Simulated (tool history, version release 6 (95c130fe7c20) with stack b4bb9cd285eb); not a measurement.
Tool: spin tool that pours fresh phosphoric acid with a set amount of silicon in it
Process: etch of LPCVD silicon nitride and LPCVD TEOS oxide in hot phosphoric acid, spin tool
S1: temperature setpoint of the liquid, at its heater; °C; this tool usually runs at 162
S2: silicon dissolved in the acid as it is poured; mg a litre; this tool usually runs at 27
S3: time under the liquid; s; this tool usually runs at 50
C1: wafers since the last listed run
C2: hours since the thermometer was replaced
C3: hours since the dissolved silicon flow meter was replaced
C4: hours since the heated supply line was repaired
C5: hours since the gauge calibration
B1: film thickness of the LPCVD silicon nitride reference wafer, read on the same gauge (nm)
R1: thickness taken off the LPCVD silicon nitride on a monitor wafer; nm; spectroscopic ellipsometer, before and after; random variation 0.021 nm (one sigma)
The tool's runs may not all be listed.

run	hour	S1	S2	S3	C1	C2	C3	C4	C5	B1	R1
1	0	162	33.5	60	0	1066.2	1112.5	3282	89.1	149.978	5.571
2	14.4	162	33.5	60	152	1080.6	1126.9	3296.4	103.5	150.009	5.585
3	49.9	162	33.5	60	375	1116.1	1162.4	3331.9	139	150.006	5.541
4	64	162	27	50	149	1130.2	1176.5	3346	153.1	149.997	4.628
# hour 69.2: heated supply line repaired
# hour 76.9: thermometer replaced
5	78.9	162	11	50	136	2	1191.4	9.7	168	150.017	5.035
# hour 90.2: gauge calibrated
6	97.7	162	11	50	198	20.8	1210.2	28.5	7.5	150.003	5.043
7	107.3	162	11	50	101	30.4	1219.8	38.1	17.1	149.983	4.998
8	114.3	163	27	50	74	37.4	1226.8	45.1	24.1	150.008	5.216
9	122.3	162	11	50	84	45.4	1234.8	53.1	32.1	149.974	5.028

For run 10, what comes out?
# hour 130.4: dissolved silicon flow meter replaced
10	135.4	160	10	30	127	58.5	5	66.2	45.2	?	?

Run 10 came out at B1 149.962, R1 2.821 nm.
The same run, on a tool lacking any hidden state, would have yielded R1 2.859 nm.
